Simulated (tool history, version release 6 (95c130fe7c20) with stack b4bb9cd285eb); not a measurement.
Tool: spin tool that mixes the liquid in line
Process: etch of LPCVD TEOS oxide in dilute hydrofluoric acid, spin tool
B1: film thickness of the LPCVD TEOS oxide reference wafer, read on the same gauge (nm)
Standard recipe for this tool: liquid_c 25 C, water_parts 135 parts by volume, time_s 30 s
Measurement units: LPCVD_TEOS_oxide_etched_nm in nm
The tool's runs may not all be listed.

{"run": 1, "hour": 0.0, "liquid_c": 28, "water_parts": 170, "time_s": 30, "B1": 40.01, "LPCVD_TEOS_oxide_etched_nm": 7.69}
{"run": 2, "hour": 14.1, "liquid_c": 28, "water_parts": 170, "time_s": 30, "B1": 39.98, "LPCVD_TEOS_oxide_etched_nm": 7.68}
{"run": 3, "hour": 23.2, "liquid_c": 25, "water_parts": 135, "time_s": 30, "B1": 40.01, "LPCVD_TEOS_oxide_etched_nm": 8.94}
{"run": 4, "hour": 36.2, "liquid_c": 25, "water_parts": 135, "time_s": 30, "B1": 40.02, "LPCVD_TEOS_oxide_etched_nm": 9.03}
{"run": 5, "hour": 53.7, "liquid_c": 27, "water_parts": 135, "time_s": 25, "B1": 39.96, "LPCVD_TEOS_oxide_etched_nm": 8.04}
{"run": 6, "hour": 59.9, "liquid_c": 25, "water_parts": 135, "time_s": 30, "B1": 40.03, "LPCVD_TEOS_oxide_etched_nm": 9}
{"run": 7, "hour": 76.8, "liquid_c": 25, "water_parts": 135, "time_s": 30, "B1": 39.99, "LPCVD_TEOS_oxide_etched_nm": 8.87}
{"run": 8, "hour": 83.7, "liquid_c": 25, "water_parts": 135, "time_s": 30, "B1": 39.97, "LPCVD_TEOS_oxide_etched_nm": 8.87}
{"run": 9, "hour": 101.0, "liquid_c": 25, "water_parts": 135, "time_s": 30, "B1": 39.97, "LPCVD_TEOS_oxide_etched_nm": 8.83}
{"hour": 114.7, "done": "hydrofluoric acid flow meter replaced"}
{"run": 10, "hour": 115.2, "liquid_c": 25, "water_parts": 135, "time_s": 30, "B1": 39.97, "LPCVD_TEOS_oxide_etched_nm": 8.92}
{"run": 11, "hour": 130.2, "liquid_c": 25, "water_parts": 135, "time_s": 25, "B1": 39.96, "LPCVD_TEOS_oxide_etched_nm": 7.4}
{"run": 12, "hour": 145.2, "liquid_c": 25, "water_parts": 195, "time_s": 20, "B1": 39.98, "LPCVD_TEOS_oxide_etched_nm": 3.81}
{"run": 13, "hour": 160.1, "liquid_c": 25, "water_parts": 80, "time_s": 30, "B1": 40.03, "LPCVD_TEOS_oxide_etched_nm": 15.68}
{"run": 14, "hour": 168.6, "liquid_c": 25, "water_parts": 135, "time_s": 30, "B1": 40.02, "LPCVD_TEOS_oxide_etched_nm": 8.79}
{"run": 15, "hour": 182.4, "liquid_c": 25, "water_parts": 135, "time_s": 30, "B1": 39.98, "LPCVD_TEOS_oxide_etched_nm": 8.69}
{"hour": 184.9, "done": "gauge calibrated"}
{"hour": 186.7, "done": "thermometer replaced"}
{"run": 16, "hour": 193.2, "liquid_c": 23, "water_parts": 160, "time_s": 20, "B1": 39.99, "LPCVD_TEOS_oxide_etched_nm": 4.9}
{"run": 17, "hour": 205.3, "liquid_c": 22, "water_parts": 135, "time_s": 30, "B1": 40.01, "LPCVD_TEOS_oxide_etched_nm": 8.56}
{"run": 18, "hour": 213.5, "liquid_c": 28, "water_parts": 135, "time_s": 20, "B1": 40.03, "LPCVD_TEOS_oxide_etched_nm": 7.26}
{"run": 19, "hour": 222.1, "liquid_c": 25, "water_parts": 195, "time_s": 40, "B1": 39.97, "LPCVD_TEOS_oxide_etched_nm": 8.31}
{"run": 20, "hour": 233.8, "liquid_c": 28.5, "water_parts": 135, "time_s": 25, "B1": 40.04, "LPCVD_TEOS_oxide_etched_nm": 9.23}
{"run": 21, "hour": 243.7, "liquid_c": 29, "water_parts": 165, "time_s": 15, "B1": 39.96, "LPCVD_TEOS_oxide_etched_nm": 4.37}
{"run": 22, "hour": 250.0, "liquid_c": 21.5, "water_parts": 135, "time_s": 30, "B1": 40.02, "LPCVD_TEOS_oxide_etched_nm": 8.48}
{"run": 23, "hour": 266.5, "liquid_c": 25, "water_parts": 135, "time_s": 30, "B1": 40.01, "LPCVD_TEOS_oxide_etched_nm": 9.58}

Here are 3 independent what-if runs from the current tool condition. What would each one return?
{"run": "A", "hour": 266.9, "liquid_c": 25, "water_parts": 135, "time_s": 30, "B1": "?", "LPCVD_TEOS_oxide_etched_nm": "?"}
{"run": "B", "hour": 266.9, "liquid_c": 26.5, "water_parts": 170, "time_s": 25, "B1": "?", "LPCVD_TEOS_oxide_etched_nm": "?"}
{"run": "C", "hour": 266.9, "liquid_c": 22.5, "water_parts": 135, "time_s": 30, "B1": "?", "LPCVD_TEOS_oxide_etched_nm": "?"}

run=A B1=40 LPCVD_TEOS_oxide_etched_nm=9.55
run=B B1=40 LPCVD_TEOS_oxide_etched_nm=6.41
run=C B1=40 LPCVD_TEOS_oxide_etched_nm=8.66
Take away the tool's hidden state, keep each run's random variation, and the runs would have read:
run=A LPCVD_TEOS_oxide_etched_nm=9.64
run=B LPCVD_TEOS_oxide_etched_nm=6.48
run=C LPCVD_TEOS_oxide_etched_nm=8.75
